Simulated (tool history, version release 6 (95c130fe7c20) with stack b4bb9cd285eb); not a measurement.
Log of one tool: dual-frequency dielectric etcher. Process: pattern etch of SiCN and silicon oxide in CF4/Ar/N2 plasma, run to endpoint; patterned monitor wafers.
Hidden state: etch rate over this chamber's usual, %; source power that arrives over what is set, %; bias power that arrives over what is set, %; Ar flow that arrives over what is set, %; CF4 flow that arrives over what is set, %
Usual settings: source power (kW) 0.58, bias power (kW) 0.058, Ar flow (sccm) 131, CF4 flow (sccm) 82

| run | hour | source power (kW) | bias power (kW) | Ar flow (sccm) | CF4 flow (sccm) | wafers since the last listed run | hours since the last wet clean | hours since the last source power generator calibration | hours since the last bias power generator calibration | hours since the last Ar flow controller change | hours since the last CF4 flow controller change | hours since the last upper electrode change | incoming incoming film thickness, nm | endpoint time (s) |
|---|---|---|---|---|---|---|---|---|---|---|---|---|---|---|
| 1 | 0 | 0.67 | 0.058 | 131 | 82 | 0 | 187.9 | 3684 | 3929.2 | 100.4 | 2268.2 | 4196.7 | 10.95 | 9.5 |
| 2 | 14.9 | 0.67 | 0.058 | 131 | 82 | 234 | 202.8 | 3698.9 | 3944.1 | 115.3 | 2283.1 | 4211.6 | 10.97 | 9.4 |
|  | 35.8 | source power generator calibrated |
| 3 | 50.3 | 0.58 | 0.052 | 131 | 76 | 494 | 238.2 | 14.5 | 3979.5 | 150.7 | 2318.5 | 4247 | 10.97 | 11.8 |
| 4 | 67.9 | 0.58 | 0.052 | 131 | 82 | 277 | 255.8 | 32.1 | 3997.1 | 168.3 | 2336.1 | 4264.6 | 11.01 | 11.7 |
| 5 | 102.7 | 0.58 | 0.058 | 131 | 82 | 547 | 290.6 | 66.9 | 4031.9 | 203.1 | 2370.9 | 4299.4 | 11 | 11.2 |
| 6 | 137.7 | 0.58 | 0.058 | 131 | 82 | 550 | 325.6 | 101.9 | 4066.9 | 238.1 | 2405.9 | 4334.4 | 10.96 | 11.2 |
| 7 | 160.3 | 0.58 | 0.058 | 131 | 82 | 355 | 348.2 | 124.5 | 4089.5 | 260.7 | 2428.5 | 4357 | 11.04 | 11.3 |
| 8 | 189.8 | 0.48 | 0.058 | 131 | 82 | 464 | 377.7 | 154 | 4119 | 290.2 | 2458 | 4386.5 | 10.89 | 13.9 |
| 9 | 219.1 | 0.51 | 0.058 | 148 | 82 | 461 | 407 | 183.3 | 4148.3 | 319.5 | 2487.3 | 4415.8 | 10.95 | 13.1 |
|  | 262.6 | wet clean of the chamber |
|  | 343.2 | upper electrode replaced |
|  | 346.3 | CF4 flow controller replaced |
|  | 350.7 | bias power generator calibrated |
| 10 | 351.2 | 0.54 | 0.058 | 131 | 62 | 1211 | 88.6 | 315.4 | 0.5 | 451.6 | 4.9 | 8 | 11.09 | 13.1 |
| 11 | 351.5 | 0.47 | 0.045 | 115 | 92 | 4 | 88.9 | 315.7 | 0.8 | 451.9 | 5.2 | 8.3 | 10.96 | 14.7 |
| 12 | 365.7 | 0.58 | 0.058 | 131 | 90 | 223 | 103.1 | 329.9 | 15 | 466.1 | 19.4 | 22.5 | 10.96 | 10.7 |
| 13 | 378.2 | 0.58 | 0.07 | 147 | 82 | 196 | 115.6 | 342.4 | 27.5 | 478.6 | 31.9 | 35 | 11.05 | 10.6 |
| 14 | 400 | 0.58 | 0.07 | 140 | 93 | 343 | 137.4 | 364.2 | 49.3 | 500.4 | 53.7 | 56.8 | 10.97 | 10.1 |
| 15 | 412.8 | 0.58 | 0.058 | 131 | 69 | 201 | 150.2 | 377 | 62.1 | 513.2 | 66.5 | 69.6 | 11.1 | 12 |
| 16 | 431.7 | 0.58 | 0.058 | 131 | 101 | 297 | 169.1 | 395.9 | 81 | 532.1 | 85.4 | 88.5 | 11.02 | 10.5 |
| 17 | 459.2 | 0.58 | 0.058 | 123 | 95 | 432 | 196.6 | 423.4 | 108.5 | 559.6 | 112.9 | 116 | 11.01 | 10.8 |
| 18 | 477.7 | 0.58 | 0.058 | 131 | 65 | 291 | 215.1 | 441.9 | 127 | 578.1 | 131.4 | 134.5 | 11.14 | 12.3 |
| 19 | 500 | 0.48 | 0.045 | 158 | 82 | 350 | 237.4 | 464.2 | 149.3 | 600.4 | 153.7 | 156.8 | 10.96 | 15.4 |
| 20 | 534.2 | 0.58 | 0.058 | 131 | 82 | 538 | 271.6 | 498.4 | 183.5 | 634.6 | 187.9 | 191 | 11.03 | 11.2 |
| 21 | 562.4 | 0.58 | 0.046 | 131 | 82 | 443 | 299.8 | 526.6 | 211.7 | 662.8 | 216.1 | 219.2 | 11.06 | 12.3 |
| 22 | 583.3 | 0.58 | 0.058 | 131 | 82 | 328 | 320.7 | 547.5 | 232.6 | 683.7 | 237 | 240.1 | 10.91 | 11.2 |
| 23 | 613.3 | 0.58 | 0.058 | 131 | 82 | 472 | 350.7 | 577.5 | 262.6 | 713.7 | 267 | 270.1 | 11.04 | 11.3 |
| 24 | 633.6 | 0.58 | 0.058 | 131 | 82 | 319 | 371 | 597.8 | 282.9 | 734 | 287.3 | 290.4 | 10.93 | 11.1 |
| 25 | 654.8 | 0.58 | 0.072 | 108 | 91 | 333 | 392.2 | 619 | 304.1 | 755.2 | 308.5 | 311.6 | 11.12 | 10.2 |

Measured less the same run without the tool's hidden state. The same run-to-run variation is in both; the gauge's scatter may not be:
| run | endpoint time (s) |
|---|---|
| 1 | +0.2 |
| 2 | +0.1 |
| 3 | +0.2 |
| 4 | +0.3 |
| 5 | +0.3 |
| 6 | +0.3 |
| 7 | +0.3 |
| 8 | +0.5 |
| 9 | +0.5 |
| 10 | +0.1 |
| 11 | +0.1 |
| 12 | +0.1 |
| 13 | +0.2 |
| 14 | +0.2 |
| 15 | +0.2 |
| 16 | +0.2 |
| 17 | +0.3 |
| 18 | +0.3 |
| 19 | +0.4 |
| 20 | +0.3 |
| 21 | +0.4 |
| 22 | +0.4 |
| 23 | +0.5 |
| 24 | +0.4 |
| 25 | +0.5 |
